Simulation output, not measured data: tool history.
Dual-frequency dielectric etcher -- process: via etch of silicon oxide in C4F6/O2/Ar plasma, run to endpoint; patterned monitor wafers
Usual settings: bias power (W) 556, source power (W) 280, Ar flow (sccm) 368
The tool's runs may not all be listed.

run     day  bias power (W)  source power (W)  Ar flow (sccm)  incoming incoming film thickness, nm  endpoint time (s)
  1       0             649               280             368                                 129.1               26.1
  2   2.879             649               280             368                                 129.6               26.1
       6.75  -- upper electrode replaced
  3   6.771             649               280             368                                 128.6               25.8
  4   6.967             556               280             368                                   129               28.1
      9.742  -- Ar flow controller replaced
      9.767  -- wet clean of the chamber
  5  11.025             556               280             368                                 130.3               28.8
     11.508  -- source power generator calibrated
  6  12.025             556               280             368                                 129.3               28.6
  7  12.883             556               280             368                                 128.8               28.5
     13.517  -- bias power generator calibrated
  8  14.183             477               230             452                                   130               34.9
  9  14.921             556               280             368                                 129.9               28.6
 10  16.104             556               280             422                                 128.9               28.7
 11  16.825             631               280             412                                 128.4               26.9
 12  17.967             556               350             441                                 128.7               26.1
 13  19.075             556               280             287                                 128.2               26.6
 14  19.933             556               280             344                                 128.2               27.2
 15  20.558             556               280             368                                 129.2               28.4

The logged runs with the hidden state left out (each run's random variation unchanged):
Hidden conditions of the tool in this case: etch rate over this chamber's usual, %; bias power that arrives over what is set, %; source power that arrives over what is set, %; Ar flow that arrives over what is set, %.
run  endpoint time (s)
  1               26.7
  2               26.8
  3               26.7
  4                 29
  5                 29
  6               28.8
  7               28.7
  8               35.2
  9               28.9
 10               29.1
 11               27.3
 12               26.5
 13               27.1
 14               27.7
 15                 29
